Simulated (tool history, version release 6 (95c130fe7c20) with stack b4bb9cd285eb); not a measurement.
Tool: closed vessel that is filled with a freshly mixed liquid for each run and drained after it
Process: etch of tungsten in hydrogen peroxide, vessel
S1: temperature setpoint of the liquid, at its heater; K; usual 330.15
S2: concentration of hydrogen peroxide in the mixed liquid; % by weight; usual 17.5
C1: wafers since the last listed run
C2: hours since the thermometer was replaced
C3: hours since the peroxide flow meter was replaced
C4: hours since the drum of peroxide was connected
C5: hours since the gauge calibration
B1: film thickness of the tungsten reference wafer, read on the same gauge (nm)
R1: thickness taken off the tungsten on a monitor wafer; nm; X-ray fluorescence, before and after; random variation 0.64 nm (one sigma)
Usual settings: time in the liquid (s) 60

{"run": 1, "day": 0.0, "S1": 330.15, "S2": 17.5, "time in the liquid (s)": 60, "C1": 0, "C2": 1269.8, "C3": 386.4, "C4": 605.4, "C5": 353.1, "B1": 120.0, "R1": 94.33}
{"run": 2, "day": 1.054, "S1": 330.15, "S2": 17.5, "time in the liquid (s)": 60, "C1": 2522, "C2": 1295.1, "C3": 411.7, "C4": 630.7, "C5": 378.4, "B1": 120.0, "R1": 96.22}
{"run": 3, "day": 3.633, "S1": 330.15, "S2": 17.5, "time in the liquid (s)": 60, "C1": 6171, "C2": 1357.0, "C3": 473.6, "C4": 692.6, "C5": 440.3, "B1": 120.02, "R1": 95.76}
{"run": 4, "day": 5.062, "S1": 330.15, "S2": 17.5, "time in the liquid (s)": 60, "C1": 3419, "C2": 1391.3, "C3": 507.9, "C4": 726.9, "C5": 474.6, "B1": 120.0, "R1": 95.11}
{"run": 5, "day": 6.375, "S1": 330.15, "S2": 17.5, "time in the liquid (s)": 60, "C1": 3140, "C2": 1422.8, "C3": 539.4, "C4": 758.4, "C5": 506.1, "B1": 120.02, "R1": 95.19}
{"run": 6, "day": 12.442, "S1": 330.15, "S2": 17.5, "time in the liquid (s)": 60, "C1": 14516, "C2": 1568.4, "C3": 685.0, "C4": 904.0, "C5": 651.7, "B1": 119.99, "R1": 94.44}
{"day": 14.621, "done": "new drum of peroxide connected"}
{"run": 7, "day": 15.212, "S1": 330.15, "S2": 17.5, "time in the liquid (s)": 60, "C1": 6530, "C2": 1634.9, "C3": 751.5, "C4": 14.2, "C5": 718.2, "B1": 119.99, "R1": 94.24}
{"run": 8, "day": 17.45, "S1": 330.15, "S2": 17.5, "time in the liquid (s)": 60, "C1": 5353, "C2": 1688.6, "C3": 805.2, "C4": 67.9, "C5": 771.9, "B1": 119.99, "R1": 94.37}
{"run": 9, "day": 19.912, "S1": 330.15, "S2": 17.5, "time in the liquid (s)": 60, "C1": 5892, "C2": 1747.7, "C3": 864.3, "C4": 127.0, "C5": 831.0, "B1": 120.0, "R1": 95.09}
{"run": 10, "day": 21.583, "S1": 330.15, "S2": 17.5, "time in the liquid (s)": 60, "C1": 3997, "C2": 1787.8, "C3": 904.4, "C4": 167.1, "C5": 871.1, "B1": 120.0, "R1": 94.09}
{"run": 11, "day": 23.471, "S1": 330.15, "S2": 17.5, "time in the liquid (s)": 60, "C1": 4516, "C2": 1833.1, "C3": 949.7, "C4": 212.4, "C5": 916.4, "B1": 120.0, "R1": 93.75}
{"run": 12, "day": 26.121, "S1": 330.15, "S2": 17.5, "time in the liquid (s)": 60, "C1": 6340, "C2": 1896.7, "C3": 1013.3, "C4": 276.0, "C5": 980.0, "B1": 119.96, "R1": 94.37}
{"run": 13, "day": 27.983, "S1": 330.15, "S2": 16.0, "time in the liquid (s)": 60, "C1": 4456, "C2": 1941.4, "C3": 1058.0, "C4": 320.7, "C5": 1024.7, "B1": 120.0, "R1": 90.15}
{"run": 14, "day": 29.188, "S1": 330.15, "S2": 16.0, "time in the liquid (s)": 60, "C1": 2881, "C2": 1970.3, "C3": 1086.9, "C4": 349.6, "C5": 1053.6, "B1": 120.0, "R1": 89.16}
{"run": 15, "day": 31.779, "S1": 337.15, "S2": 13.0, "time in the liquid (s)": 60, "C1": 6201, "C2": 2032.5, "C3": 1149.1, "C4": 411.8, "C5": 1115.8, "B1": 120.01, "R1": 120.58}
{"run": 16, "day": 34.288, "S1": 330.15, "S2": 22.0, "time in the liquid (s)": 60, "C1": 6001, "C2": 2092.7, "C3": 1209.3, "C4": 472.0, "C5": 1176.0, "B1": 119.98, "R1": 105.26}
{"run": 17, "day": 40.929, "S1": 320.15, "S2": 17.5, "time in the liquid (s)": 60, "C1": 15891, "C2": 2252.1, "C3": 1368.7, "C4": 631.4, "C5": 1335.4, "B1": 119.98, "R1": 50.44}
{"day": 47.7, "done": "new drum of peroxide connected"}
{"day": 49.117, "done": "gauge calibrated"}
{"run": 18, "day": 49.667, "S1": 335.15, "S2": 13.5, "time in the liquid (s)": 40, "C1": 20807, "C2": 2461.8, "C3": 1578.4, "C4": 47.2, "C5": 13.2, "B1": 119.98, "R1": 72.41}
{"day": 52.65, "done": "thermometer replaced"}
{"run": 19, "day": 57.462, "S1": 330.15, "S2": 17.5, "time in the liquid (s)": 60, "C1": 18553, "C2": 115.5, "C3": 1765.5, "C4": 234.3, "C5": 200.3, "B1": 119.98, "R1": 88.24}
{"run": 20, "day": 60.171, "S1": 330.15, "S2": 17.5, "time in the liquid (s)": 60, "C1": 6480, "C2": 180.5, "C3": 1830.5, "C4": 299.3, "C5": 265.3, "B1": 119.97, "R1": 87.24}
{"day": 60.971, "done": "peroxide flow meter replaced"}
{"run": 21, "day": 61.721, "S1": 330.15, "S2": 17.5, "time in the liquid (s)": 30, "C1": 3609, "C2": 217.7, "C3": 18.0, "C4": 336.5, "C5": 302.5, "B1": 120.0, "R1": 44.3}
{"run": 22, "day": 64.321, "S1": 322.15, "S2": 17.5, "time in the liquid (s)": 30, "C1": 6221, "C2": 280.1, "C3": 80.4, "C4": 398.9, "C5": 364.9, "B1": 119.98, "R1": 27.13}
{"run": 23, "day": 67.317, "S1": 335.65, "S2": 15.0, "time in the liquid (s)": 35, "C1": 7168, "C2": 352.0, "C3": 152.3, "C4": 470.8, "C5": 436.8, "B1": 120.01, "R1": 65.06}
{"day": 69.392, "done": "thermometer replaced, repeated, since the last time left the tool worse"}
{"run": 24, "day": 70.2, "S1": 321.15, "S2": 19.0, "time in the liquid (s)": 75, "C1": 6799, "C2": 19.4, "C3": 221.5, "C4": 540.0, "C5": 506.0, "B1": 120.0, "R1": 75.24}
{"run": 25, "day": 71.621, "S1": 324.15, "S2": 15.0, "time in the liquid (s)": 30, "C1": 3399, "C2": 53.5, "C3": 255.6, "C4": 574.1, "C5": 540.1, "B1": 120.02, "R1": 31.92}
{"run": 26, "day": 73.379, "S1": 333.65, "S2": 21.0, "time in the liquid (s)": 70, "C1": 4207, "C2": 95.7, "C3": 297.8, "C4": 616.3, "C5": 582.3, "B1": 120.01, "R1": 155.85}
{"run": 27, "day": 74.917, "S1": 330.15, "S2": 17.5, "time in the liquid (s)": 60, "C1": 3678, "C2": 132.6, "C3": 334.7, "C4": 653.2, "C5": 619.2, "B1": 120.01, "R1": 98.6}
{"run": 28, "day": 81.192, "S1": 324.15, "S2": 17.5, "time in the liquid (s)": 75, "C1": 15014, "C2": 283.2, "C3": 485.3, "C4": 803.8, "C5": 769.8, "B1": 120.01, "R1": 84.86}
{"day": 82.662, "done": "new drum of peroxide connected"}
{"run": 29, "day": 82.971, "S1": 337.65, "S2": 17.5, "time in the liquid (s)": 85, "C1": 4157, "C2": 325.9, "C3": 528.0, "C4": 7.4, "C5": 812.5, "B1": 120.0, "R1": 212.19}

3 ways to go on from here, each from the tool as it stands after run 29. What would each give?
{"run": "A", "day": 83.0, "S1": 330.15, "S2": 17.5, "time in the liquid (s)": 60, "C1": 69, "C2": 326.6, "C3": 528.7, "C4": 8.1, "C5": 813.2, "B1": "?", "R1": "?"}
{"run": "B", "day": 83.0, "S1": 330.15, "S2": 12.5, "time in the liquid (s)": 60, "C1": 69, "C2": 326.6, "C3": 528.7, "C4": 8.1, "C5": 813.2, "B1": "?", "R1": "?"}
{"run": "C", "day": 83.0, "S1": 325.65, "S2": 20.5, "time in the liquid (s)": 45, "C1": 69, "C2": 326.6, "C3": 528.7, "C4": 8.1, "C5": 813.2, "B1": "?", "R1": "?"}

run=A B1=120.03 R1=98.81
run=B B1=120.03 R1=83.51
run=C B1=120.03 R1=61.39
Without the tool's hidden state the same runs would have given:
run=A R1=99.80
run=B R1=84.35
run=C R1=62.02
